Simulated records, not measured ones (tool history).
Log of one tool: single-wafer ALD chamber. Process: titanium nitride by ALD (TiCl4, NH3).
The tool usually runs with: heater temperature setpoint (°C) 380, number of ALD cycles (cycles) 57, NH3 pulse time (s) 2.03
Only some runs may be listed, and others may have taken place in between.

run	hour	heater temperature setpoint (°C)	number of ALD cycles (cycles)	NH3 pulse time (s)	wafers since the last listed run	hours since the last thermocouple change	hours since the showerhead was replaced	hours since the gauge calibration	read-back reference wafer on the same gauge, thickness_nm	mean film thickness on the monitor wafer (nm)
1	0	380	57	2.52	0	1226.7	5991.3	935.2	1.431	1.316
2	76.9	380	57	2.03	393	1303.6	6068.2	1012.1	1.431	1.297
3	177.9	380	57	2.03	516	1404.6	6169.2	1113.1	1.43	1.297
4	263	380	57	2.03	435	1489.7	6254.3	1198.2	1.43	1.301
5	359.5	380	57	2.03	493	1586.2	6350.8	1294.7	1.43	1.296
6	406.5	380	59	2.03	240	1633.2	6397.8	1341.7	1.43	1.343
7	469.7	380	59	2.03	323	1696.4	6461	1404.9	1.431	1.348
8	531.2	380	57	2.03	314	1757.9	6522.5	1466.4	1.429	1.306
9	603.5	380	57	2.03	370	1830.2	6594.8	1538.7	1.429	1.303
10	676.1	370	57	2.03	371	1902.8	6667.4	1611.3	1.429	1.293
11	714	370	57	2.03	193	1940.7	6705.3	1649.2	1.43	1.284
12	774.8	370	57	2.03	311	2001.5	6766.1	1710	1.429	1.285
13	819.5	380	57	2.21	228	2046.2	6810.8	1754.7	1.431	1.305
14	902.1	380	57	2.21	422	2128.8	6893.4	1837.3	1.428	1.306
15	962	380	57	2.03	306	2188.7	6953.3	1897.2	1.429	1.304
16	1021.2	380	57	2.03	303	2247.9	7012.5	1956.4	1.43	1.302
17	1098.2	380	63	2.03	394	2324.9	7089.5	2033.4	1.43	1.44
18	1168	380	57	2.03	357	2394.7	7159.3	2103.2	1.429	1.304
19	1292	375	57	2.27	634	2518.7	7283.3	2227.2	1.431	1.304
20	1356.2	371	57	2.03	328	2582.9	7347.5	2291.4	1.431	1.286
# hour 1379.8: gauge calibrated
# hour 1410.2: thermocouple changed; heater temperature recalibrated
21	1410.7	380	57	2.03	237	0.5	7402	30.9	1.429	1.296
22	1499.9	393	57	2.26	456	89.7	7491.2	120.1	1.429	1.325
23	1545.4	366	68	2.03	232	135.2	7536.7	165.6	1.43	1.525
24	1635.6	371	66	1.33	461	225.4	7626.9	255.8	1.43	1.439
25	1743.6	393	57	2.26	552	333.4	7734.9	363.8	1.43	1.323
# hour 1777.9: showerhead replaced
26	1810.4	380	57	2.03	300	400.2	32.5	430.6	1.43	1.298
27	1883.2	365	57	1.42	372	473	105.3	503.4	1.43	1.238
28	1964.4	372	62	1.51	415	554.2	186.5	584.6	1.43	1.371
29	2017.7	380	53	2.03	272	607.5	239.8	637.9	1.43	1.215
30	2110.9	380	57	2.03	477	700.7	333	731.1	1.43	1.304
31	2192	384	49	1.81	415	781.8	414.1	812.2	1.43	1.115
32	2280.9	380	57	2.33	455	870.7	503	901.1	1.429	1.311
33	2357.3	380	62	2.03	391	947.1	579.4	977.5	1.428	1.417
34	2420.8	367	62	1.45	325	1010.6	642.9	1041	1.43	1.354
35	2479.1	380	57	2.03	298	1068.9	701.2	1099.3	1.43	1.3

Describe how what the log doesn't record of the tool's condition differs between the last listed run preceding each entry between runs and the first listed run following it.
Runs 20 to 21: gauge calibrated (hour 1379.8); thermocouple changed; heater temperature recalibrated (hour 1410.2)
  no hidden state differs between the two runs
Runs 25 to 26: showerhead replaced (hour 1777.9)
  no hidden state differs between the two runs
